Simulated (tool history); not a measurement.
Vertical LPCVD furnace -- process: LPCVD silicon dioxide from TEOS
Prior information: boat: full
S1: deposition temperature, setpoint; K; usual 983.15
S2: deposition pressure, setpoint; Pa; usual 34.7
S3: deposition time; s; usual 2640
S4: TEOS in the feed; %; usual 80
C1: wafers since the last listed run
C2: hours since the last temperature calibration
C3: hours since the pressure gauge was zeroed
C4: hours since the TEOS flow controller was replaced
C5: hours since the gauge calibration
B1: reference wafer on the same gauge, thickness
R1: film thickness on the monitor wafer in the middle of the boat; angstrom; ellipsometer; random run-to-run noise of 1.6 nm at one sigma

run 1 hour=0.0 | S1=983.15 S2=34.7 S3=2640 S4=80 | C1=0 C2=2712.6 C3=3798.9 C4=4294.1 C5=139.0 | B1=346.54 | R1=3936.8
run 2 hour=34.7 | S1=983.15 S2=34.7 S3=2640 S4=80 | C1=528 C2=2747.3 C3=3833.6 C4=4328.8 C5=173.7 | B1=346.13 | R1=3941.6
run 3 hour=102.0 | S1=983.15 S2=34.7 S3=2640 S4=80 | C1=1024 C2=2814.6 C3=3900.9 C4=4396.1 C5=241.0 | B1=345.83 | R1=3921.8
run 4 hour=159.7 | S1=983.15 S2=34.7 S3=2640 S4=80 | C1=878 C2=2872.3 C3=3958.6 C4=4453.8 C5=298.7 | B1=345.82 | R1=3934.0
run 5 hour=208.2 | S1=983.15 S2=38.0 S3=2010 S4=80 | C1=738 C2=2920.8 C3=4007.1 C4=4502.3 C5=347.2 | B1=345.76 | R1=3141.2
run 6 hour=240.0 | S1=983.15 S2=34.7 S3=2640 S4=80 | C1=483 C2=2952.6 C3=4038.9 C4=4534.1 C5=379.0 | B1=346.18 | R1=3962.9
run 7 hour=276.3 | S1=983.15 S2=34.7 S3=2640 S4=80 | C1=552 C2=2988.9 C3=4075.2 C4=4570.4 C5=415.3 | B1=345.85 | R1=3933.4
-- hour=318.5 gauge calibrated
run 8 hour=325.5 | S1=991.15 S2=28.7 S3=3180 S4=74 | C1=748 C2=3038.1 C3=4124.4 C4=4619.6 C5=7.0 | B1=345.44 | R1=4964.9
-- hour=433.6 pressure gauge zeroed
run 9 hour=439.8 | S1=979.15 S2=34.7 S3=2100 S4=92 | C1=1374 C2=3152.4 C3=6.2 C4=4733.9 C5=121.3 | B1=345.85 | R1=3077.6
-- hour=474.4 thermocouples replaced and temperature profile calibrated
run 10 hour=474.9 | S1=986.15 S2=31.3 S3=2640 S4=91 | C1=168 C2=0.5 C3=41.3 C4=4769.0 C5=156.4 | B1=346.19 | R1=4277.3
-- hour=515.6 TEOS flow controller replaced
run 11 hour=516.1 | S1=979.15 S2=34.7 S3=2970 S4=72 | C1=261 C2=41.7 C3=82.5 C4=0.5 C5=197.6 | B1=346.02 | R1=3828.1
run 12 hour=532.0 | S1=983.15 S2=34.7 S3=2640 S4=80 | C1=241 C2=57.6 C3=98.4 C4=16.4 C5=213.5 | B1=345.99 | R1=3949.9
run 13 hour=592.5 | S1=983.15 S2=38.0 S3=2310 S4=80 | C1=920 C2=118.1 C3=158.9 C4=76.9 C5=274.0 | B1=345.98 | R1=3597.6
-- hour=715.2 gauge calibrated
run 14 hour=729.1 | S1=974.15 S2=39.3 S3=3270 S4=70 | C1=2078 C2=254.7 C3=295.5 C4=213.5 C5=13.9 | B1=346.02 | R1=3955.2
run 15 hour=783.5 | S1=994.15 S2=34.7 S3=1590 S4=80 | C1=827 C2=309.1 C3=349.9 C4=267.9 C5=68.3 | B1=346.01 | R1=3028.5

How the hidden state differs across the entries between the runs, from the last listed run before each to the first after it:
Run 7 -> run 8: gauge calibrated (hour 318.5)
  both runs share identical hidden conditions
Run 8 -> run 9: pressure gauge zeroed (hour 433.6)
  both runs share identical hidden conditions
Run 9 -> run 10: thermocouples replaced and temperature profile calibrated (hour 474.4)
  both runs share identical hidden conditions
Run 10 -> run 11: TEOS flow controller replaced (hour 515.6)
  both runs share identical hidden conditions
Run 13 -> run 14: gauge calibrated (hour 715.2)
  both runs share identical hidden conditions

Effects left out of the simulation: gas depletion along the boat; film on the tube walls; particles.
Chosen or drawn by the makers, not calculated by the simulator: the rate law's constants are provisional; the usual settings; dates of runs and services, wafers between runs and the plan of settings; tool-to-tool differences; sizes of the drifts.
